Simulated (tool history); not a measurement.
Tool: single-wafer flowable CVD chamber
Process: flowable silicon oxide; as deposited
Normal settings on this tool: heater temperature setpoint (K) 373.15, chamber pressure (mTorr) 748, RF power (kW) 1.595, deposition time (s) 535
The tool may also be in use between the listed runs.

run,hour,heater temperature setpoint (K),chamber pressure (mTorr),RF power (kW),deposition time (s),wafers since the last listed run,hours since the last thermocouple change,hours since the last RF generator calibration,hours since the last manometer calibration,hours since the showerhead was replaced,hours since the gauge calibration,"read-back reference wafer on the same gauge, thickness_nm",mean film thickness on the monitor wafer (nm)
1,0.0,373.15,748,1.595,616,0,370.5,485.5,1294.8,3777.5,1819.4,258.889,300.045
2,79.8,373.15,748,1.595,616,347,450.3,565.3,1374.6,3857.3,1899.2,258.987,295.378
3,121.6,373.15,748,1.595,535,182,492.1,607.1,1416.4,3899.1,1941.0,259.159,257.295
4,175.9,373.15,639,1.595,535,236,546.4,661.4,1470.7,3953.4,1995.3,259.536,219.529
5,237.9,373.15,639,1.595,535,270,608.4,723.4,1532.7,4015.4,2057.3,258.723,216.675
# hour 260.7: capacitance manometer re-zeroed and calibrated
6,338.5,373.15,748,1.595,535,403,709.0,824.0,77.8,4116.0,2157.9,259.049,274.608
7,445.4,373.15,748,1.595,535,465,815.9,930.9,184.7,4222.9,2264.8,259.322,274.529
8,494.3,373.15,790,1.595,561,213,864.8,979.8,233.6,4271.8,2313.7,258.364,301.480
# hour 514.3: RF generator calibrated
9,599.8,373.15,790,1.595,561,424,970.3,85.5,339.1,4377.3,2419.2,258.669,301.778
# hour 664.0: showerhead replaced
10,703.9,373.15,790,1.595,561,418,1074.4,189.6,443.2,39.9,2523.3,259.411,304.451
# hour 729.4: gauge calibrated
11,797.0,360.15,748,1.595,535,405,1167.5,282.7,536.3,133.0,67.6,258.806,407.089
12,878.6,373.15,583,1.595,508,355,1249.1,364.3,617.9,214.6,149.2,258.837,202.950
13,942.2,373.15,659,1.430,535,277,1312.7,427.9,681.5,278.2,212.8,258.798,237.009
14,1022.6,382.15,897,1.595,535,350,1393.1,508.3,761.9,358.6,293.2,259.315,250.354
15,1132.8,373.15,748,1.595,535,480,1503.3,618.5,872.1,468.8,403.4,259.468,272.448
# hour 1192.7: thermocouple changed; heater temperature recalibrated
16,1223.6,385.15,892,1.365,433,360,30.9,709.3,962.9,559.6,494.2,259.205,170.393
# hour 1281.1: RF generator calibrated
17,1281.6,373.15,748,1.595,535,217,88.9,0.5,1020.9,617.6,552.2,259.466,262.899
18,1355.6,373.15,924,1.595,535,322,162.9,74.5,1094.9,691.6,626.2,258.981,325.176
19,1436.8,384.15,659,1.510,484,353,244.1,155.7,1176.1,772.8,707.4,259.633,144.049
20,1487.9,373.15,920,1.725,535,222,295.2,206.8,1227.2,823.9,758.5,258.633,324.607
21,1579.0,373.15,589,1.895,535,396,386.3,297.9,1318.3,915.0,849.6,258.450,208.348
# hour 1603.6: capacitance manometer re-zeroed and calibrated
22,1685.5,359.15,689,1.595,642,429,492.8,404.4,81.9,1021.5,956.1,258.764,457.419
23,1742.1,361.15,748,1.375,535,246,549.4,461.0,138.5,1078.1,1012.7,258.691,381.881
24,1830.6,373.15,748,1.595,535,385,637.9,549.5,227.0,1166.6,1101.2,259.035,270.620
25,1934.5,384.15,814,1.895,606,452,741.8,653.4,330.9,1270.5,1205.1,258.943,248.945
26,1971.4,373.15,748,1.595,535,160,778.7,690.3,367.8,1307.4,1242.0,259.261,274.203
27,2062.6,373.15,688,1.510,586,397,869.9,781.5,459.0,1398.6,1333.2,258.522,272.091
28,2173.4,373.15,748,1.595,585,482,980.7,892.3,569.8,1509.4,1444.0,259.169,297.878

Predict each of these 4 candidate next runs independently; none follows another, all start after run 28:
A,2173.9,373.15,748,1.595,535,2,981.2,892.8,570.3,1509.9,1444.5,?,?
B,2173.9,373.15,622,1.595,535,2,981.2,892.8,570.3,1509.9,1444.5,?,?
C,2173.9,373.15,805,1.320,535,2,981.2,892.8,570.3,1509.9,1444.5,?,?
D,2173.9,373.15,561,1.595,535,2,981.2,892.8,570.3,1509.9,1444.5,?,?

run,"read-back reference wafer on the same gauge, thickness_nm",mean film thickness on the monitor wafer (nm)
A,258.972,271.220
B,258.972,225.391
C,258.972,280.028
D,258.972,203.709
Without the tool's hidden state the same runs would have given:
run,mean film thickness on the monitor wafer (nm)
A,269.508
B,224.021
C,278.261
D,202.525
